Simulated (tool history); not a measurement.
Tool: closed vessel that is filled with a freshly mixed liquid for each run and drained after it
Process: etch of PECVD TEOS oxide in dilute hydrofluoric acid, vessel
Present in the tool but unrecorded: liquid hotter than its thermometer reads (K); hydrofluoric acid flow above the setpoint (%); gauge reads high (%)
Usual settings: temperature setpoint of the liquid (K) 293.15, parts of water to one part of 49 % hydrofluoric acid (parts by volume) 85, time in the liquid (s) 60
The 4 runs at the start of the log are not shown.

| run | hour | temperature setpoint of the liquid (K) | parts of water to one part of 49 % hydrofluoric acid (parts by volume) | time in the liquid (s) | wafers since the last listed run | hours since the thermometer was replaced | hours since the hydrofluoric acid flow meter was replaced | hours since the gauge calibration | read-back film thickness of the PECVD TEOS oxide reference wafer, read on the same gauge (nm) | thickness taken off the PECVD TEOS oxide on a monitor wafer (angstrom) |
|---|---|---|---|---|---|---|---|---|---|---|
| 5 | 102.4 | 292.15 | 95 | 60 | 3561 | 2561.2 | 1758.9 | 803 | 129.99 | 124.6 |
| 6 | 124.2 | 293.15 | 85 | 60 | 3068 | 2583 | 1780.7 | 824.8 | 130 | 148.4 |
| 7 | 157.5 | 293.15 | 85 | 75 | 4687 | 2616.3 | 1814 | 858.1 | 130.01 | 184.7 |
| 8 | 183.8 | 293.15 | 85 | 75 | 3701 | 2642.6 | 1840.3 | 884.4 | 129.98 | 184.5 |
|  | 205.6 | hydrofluoric acid flow meter replaced |
| 9 | 214 | 291.15 | 110 | 90 | 4110 | 2672.8 | 8.4 | 914.6 | 130.02 | 151.3 |
| 10 | 231.6 | 290.15 | 120 | 45 | 2477 | 2690.4 | 26 | 932.2 | 129.99 | 66.1 |
| 11 | 253.7 | 296.65 | 75 | 30 | 3110 | 2712.5 | 48.1 | 954.3 | 130.01 | 97.4 |
| 12 | 281.7 | 293.15 | 85 | 60 | 3941 | 2740.5 | 76.1 | 982.3 | 130.03 | 149.4 |
| 13 | 308.7 | 291.65 | 60 | 80 | 3800 | 2767.5 | 103.1 | 1009.3 | 130 | 270.4 |
| 14 | 330.9 | 293.15 | 120 | 45 | 3124 | 2789.7 | 125.3 | 1031.5 | 130.01 | 76.3 |
| 15 | 349.2 | 293.15 | 85 | 60 | 2575 | 2808 | 143.6 | 1049.8 | 130.02 | 147.1 |
| 16 | 361.9 | 293.15 | 60 | 95 | 1787 | 2820.7 | 156.3 | 1062.5 | 130 | 345.2 |
| 17 | 383.8 | 290.65 | 85 | 60 | 3082 | 2842.6 | 178.2 | 1084.4 | 130.01 | 132.8 |
| 18 | 412.2 | 293.15 | 85 | 45 | 3997 | 2871 | 206.6 | 1112.8 | 130 | 111.3 |
| 19 | 443.8 | 293.15 | 85 | 50 | 4447 | 2902.6 | 238.2 | 1144.4 | 130 | 124.4 |
| 20 | 460.3 | 296.65 | 100 | 90 | 2322 | 2919.1 | 254.7 | 1160.9 | 129.99 | 215.5 |
|  | 471.8 | gauge calibrated |
|  | 493.6 | thermometer replaced |
| 21 | 561.2 | 293.15 | 85 | 60 | 14061 | 67.6 | 355.6 | 89.4 | 129.98 | 134.3 |
| 22 | 593 | 293.15 | 85 | 80 | 4475 | 99.4 | 387.4 | 121.2 | 130 | 178.3 |
| 23 | 608.1 | 295.65 | 60 | 35 | 2125 | 114.5 | 402.5 | 136.3 | 130.03 | 126.5 |
| 24 | 636.7 | 293.15 | 85 | 60 | 4025 | 143.1 | 431.1 | 164.9 | 130 | 134.4 |

What will run 25 give?
| 25 | 661 | 293.15 | 60 | 60 | 3420 | 167.4 | 455.4 | 189.2 | ? | ? |

{"run 25": {"read-back film thickness of the PECVD TEOS oxide reference wafer, read on the same gauge (nm)": 130.02, "thickness taken off the PECVD TEOS oxide on a monitor wafer (angstrom)": 196.4}}
Were there no unlogged condition in the tool, this run, its random variation unchanged, would have produced thickness taken off the PECVD TEOS oxide on a monitor wafer (angstrom) 195.
